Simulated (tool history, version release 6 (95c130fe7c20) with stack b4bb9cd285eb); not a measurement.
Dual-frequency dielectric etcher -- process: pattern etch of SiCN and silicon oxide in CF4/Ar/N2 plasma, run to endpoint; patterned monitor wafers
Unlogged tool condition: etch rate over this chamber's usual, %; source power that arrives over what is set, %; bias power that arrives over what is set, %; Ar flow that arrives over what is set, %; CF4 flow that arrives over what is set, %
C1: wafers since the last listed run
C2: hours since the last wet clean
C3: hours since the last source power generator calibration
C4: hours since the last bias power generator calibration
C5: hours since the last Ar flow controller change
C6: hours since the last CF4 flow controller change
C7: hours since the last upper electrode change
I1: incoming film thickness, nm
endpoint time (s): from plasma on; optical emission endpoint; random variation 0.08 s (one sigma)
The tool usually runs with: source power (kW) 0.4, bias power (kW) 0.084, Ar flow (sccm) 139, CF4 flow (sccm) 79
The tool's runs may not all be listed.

run 1 day=0 | source_power_(kW)=0.4 bias_power_(kW)=0.084 Ar_flow_(sccm)=139 CF4_flow_(sccm)=64 | C1=0 C2=515.8 C3=1645.8 C4=2232.2 C5=1782.9 C6=1138 C7=4871.5 | I1=16.71 | endpoint_time_(s)=25.2
run 2 day=2.996 | source_power_(kW)=0.4 bias_power_(kW)=0.084 Ar_flow_(sccm)=139 CF4_flow_(sccm)=79 | C1=793 C2=587.7 C3=1717.7 C4=2304.1 C5=1854.8 C6=1209.9 C7=4943.4 | I1=17 | endpoint_time_(s)=24.5
-- day=4.738 wet clean of the chamber
run 3 day=4.758 | source_power_(kW)=0.4 bias_power_(kW)=0.084 Ar_flow_(sccm)=139 CF4_flow_(sccm)=79 | C1=201 C2=0.5 C3=1760 C4=2346.4 C5=1897.1 C6=1252.2 C7=4985.7 | I1=16.87 | endpoint_time_(s)=24.3
run 4 day=6.204 | source_power_(kW)=0.4 bias_power_(kW)=0.084 Ar_flow_(sccm)=139 CF4_flow_(sccm)=79 | C1=383 C2=35.2 C3=1794.7 C4=2381.1 C5=1931.8 C6=1286.9 C7=5020.4 | I1=16.69 | endpoint_time_(s)=24.1
run 5 day=7.738 | source_power_(kW)=0.4 bias_power_(kW)=0.074 Ar_flow_(sccm)=139 CF4_flow_(sccm)=79 | C1=406 C2=72 C3=1831.5 C4=2417.9 C5=1968.6 C6=1323.7 C7=5057.2 | I1=16.92 | endpoint_time_(s)=25.6
run 6 day=10.646 | source_power_(kW)=0.4 bias_power_(kW)=0.074 Ar_flow_(sccm)=139 CF4_flow_(sccm)=79 | C1=770 C2=141.8 C3=1901.3 C4=2487.7 C5=2038.4 C6=1393.5 C7=5127 | I1=16.74 | endpoint_time_(s)=25.3
-- day=12.183 source power generator calibrated
run 7 day=13.096 | source_power_(kW)=0.4 bias_power_(kW)=0.074 Ar_flow_(sccm)=139 CF4_flow_(sccm)=79 | C1=604 C2=200.6 C3=21.9 C4=2546.5 C5=2097.2 C6=1452.3 C7=5185.8 | I1=16.77 | endpoint_time_(s)=24.6
-- day=14.908 CF4 flow controller replaced
run 8 day=21.475 | source_power_(kW)=0.4 bias_power_(kW)=0.084 Ar_flow_(sccm)=139 CF4_flow_(sccm)=73 | C1=2153 C2=401.7 C3=223 C4=2747.6 C5=2298.3 C6=157.6 C7=5386.9 | I1=16.69 | endpoint_time_(s)=23.8
-- day=24.233 upper electrode replaced
run 9 day=24.254 | source_power_(kW)=0.33 bias_power_(kW)=0.084 Ar_flow_(sccm)=139 CF4_flow_(sccm)=79 | C1=471 C2=468.4 C3=289.7 C4=2814.3 C5=2365 C6=224.3 C7=0.5 | I1=16.65 | endpoint_time_(s)=28.7
-- day=25.208 bias power generator calibrated
run 10 day=25.679 | source_power_(kW)=0.4 bias_power_(kW)=0.084 Ar_flow_(sccm)=139 CF4_flow_(sccm)=79 | C1=333 C2=502.6 C3=323.9 C4=11.3 C5=2399.2 C6=258.5 C7=34.7 | I1=16.67 | endpoint_time_(s)=23.4
run 11 day=27.721 | source_power_(kW)=0.4 bias_power_(kW)=0.065 Ar_flow_(sccm)=139 CF4_flow_(sccm)=79 | C1=540 C2=551.6 C3=372.9 C4=60.3 C5=2448.2 C6=307.5 C7=83.7 | I1=16.83 | endpoint_time_(s)=25.8
run 12 day=30.154 | source_power_(kW)=0.4 bias_power_(kW)=0.084 Ar_flow_(sccm)=149 CF4_flow_(sccm)=79 | C1=644 C2=610 C3=431.3 C4=118.7 C5=2506.6 C6=365.9 C7=142.1 | I1=16.82 | endpoint_time_(s)=23.9
-- day=32.038 wet clean of the chamber
run 13 day=32.658 | source_power_(kW)=0.35 bias_power_(kW)=0.092 Ar_flow_(sccm)=139 CF4_flow_(sccm)=74 | C1=398 C2=14.9 C3=491.4 C4=178.8 C5=2566.7 C6=426 C7=202.2 | I1=16.68 | endpoint_time_(s)=26.7

What will run 14 give?
run 14 day=34.642 | source_power_(kW)=0.4 bias_power_(kW)=0.074 Ar_flow_(sccm)=139 CF4_flow_(sccm)=79 | C1=525 C2=62.5 C3=539 C4=226.4 C5=2614.3 C6=473.6 C7=249.8 | I1=16.69 | endpoint_time_(s)=?

Logged for run 14: endpoint time (s) 24.8.
Take away the tool's hidden state, keep the run-to-run variation as it was, and the same run would have given endpoint time (s) 24.
